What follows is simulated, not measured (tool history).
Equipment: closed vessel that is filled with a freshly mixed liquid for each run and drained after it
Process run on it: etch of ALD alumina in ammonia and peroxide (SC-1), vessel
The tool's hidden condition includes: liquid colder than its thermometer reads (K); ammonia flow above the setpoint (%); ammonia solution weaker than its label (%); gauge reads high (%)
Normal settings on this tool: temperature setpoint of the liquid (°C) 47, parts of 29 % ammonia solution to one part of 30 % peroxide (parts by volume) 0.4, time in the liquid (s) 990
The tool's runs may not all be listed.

run	hour	temperature setpoint of the liquid (°C)	parts of 29 % ammonia solution to one part of 30 % peroxide (parts by volume)	time in the liquid (s)	wafers since the last listed run	hours since the thermometer was replaced	hours since the ammonia flow meter was replaced	hours since the drum of ammonia solution was connected	hours since the gauge calibration	read-back film thickness of the ALD alumina reference wafer, read on the same gauge (nm)	thickness taken off the ALD alumina on a monitor wafer (angstrom)
1	0	47	0.4	1250	0	833.6	1646.9	125.7	689.3	30	567.6
2	58.6	47	0.4	1250	2441	892.2	1705.5	184.3	747.9	29.99	572.7
3	82.8	47	0.5	990	1008	916.4	1729.7	208.5	772.1	30	460.1
# hour 84.3: new drum of ammonia solution connected
4	111.6	47	0.5	990	1158	945.2	1758.5	27.3	800.9	30	454.7
5	145	47	0.5	990	1391	978.6	1791.9	60.7	834.3	30.02	459.6
6	178	47	0.4	990	1374	1011.6	1824.9	93.7	867.3	30	446.8
7	205.2	47	0.4	990	1133	1038.8	1852.1	120.9	894.5	30.01	446.8
8	233.4	47	0.4	990	1174	1067	1880.3	149.1	922.7	30	446.7
# hour 246.2: ammonia flow meter replaced
9	258.2	47	0.4	990	991	1091.8	12	173.9	947.5	30.01	452.2
# hour 261.9: thermometer replaced
10	293.7	52.5	0.4	1430	1437	31.8	47.5	209.4	983	29.97	869.8
# hour 301.4: new drum of ammonia solution connected
11	317.5	47	0.4	990	949	55.6	71.3	16.1	1006.8	30.01	445.9
# hour 325.4: gauge calibrated
12	330.5	47	0.4	990	541	68.6	84.3	29.1	5.1	30.02	446.9
13	343.9	47	0.4	990	558	82	97.7	42.5	18.5	30	447.1
14	396.8	52	0.4	735	2203	134.9	150.6	95.4	71.4	30.01	437.8
15	408.8	47	0.4	990	499	146.9	162.6	107.4	83.4	29.98	446.8
16	421.7	47	0.4	990	537	159.8	175.5	120.3	96.3	30.01	452
17	455.6	47	0.4	990	1412	193.7	209.4	154.2	130.2	30	442.4
18	475.2	50.5	0.4	990	816	213.3	229	173.8	149.8	30.02	541.9
# hour 487.1: new drum of ammonia solution connected
19	489.4	54.5	0.3	1530	549	227.5	243.2	2.3	164	30.01	1015
20	523.9	47	0.4	1250	1437	262	277.7	36.8	198.5	30	565.6
21	551.6	54	0.55	810	1153	289.7	305.4	64.5	226.2	30	555.9
22	565.5	54	0.55	810	579	303.6	319.3	78.4	240.1	30	559
23	588.4	50	0.55	990	954	326.5	342.2	101.3	263	30.01	544.6
24	610.7	51.5	0.25	1175	929	348.8	364.5	123.6	285.3	30.02	655.1
25	635.1	40	0.3	805	1016	373.2	388.9	148	309.7	30	234.9
26	659.4	53	0.2	430	1012	397.5	413.2	172.3	334	30.02	253.4
27	683.9	51	0.3	1160	1020	422	437.7	196.8	358.5	30	633.9
# hour 703.1: new drum of ammonia solution connected
28	703.6	41	0.4	990	779	441.7	457.4	0.5	378.2	29.99	318.3
29	722.5	51	0.3	990	787	460.6	476.3	19.4	397.1	29.98	544.2
30	751.1	47	0.3	990	1191	489.2	504.9	48	425.7	29.99	439.3

How the hidden state differs across the entries between the runs, from the last listed run before each to the first after it:
Run 3 -> run 4: new drum of ammonia solution connected (hour 84.3)
  no difference in the tool's unlogged condition between these two runs
Run 8 -> run 9: ammonia flow meter replaced (hour 246.2)
  no difference in the tool's unlogged condition between these two runs
Run 9 -> run 10: thermometer replaced (hour 261.9)
  no difference in the tool's unlogged condition between these two runs
Run 10 -> run 11: new drum of ammonia solution connected (hour 301.4)
  no difference in the tool's unlogged condition between these two runs
Run 11 -> run 12: gauge calibrated (hour 325.4)
  no difference in the tool's unlogged condition between these two runs
Run 18 -> run 19: new drum of ammonia solution connected (hour 487.1)
  no difference in the tool's unlogged condition between these two runs
Run 27 -> run 28: new drum of ammonia solution connected (hour 703.1)
  no difference in the tool's unlogged condition between these two runs
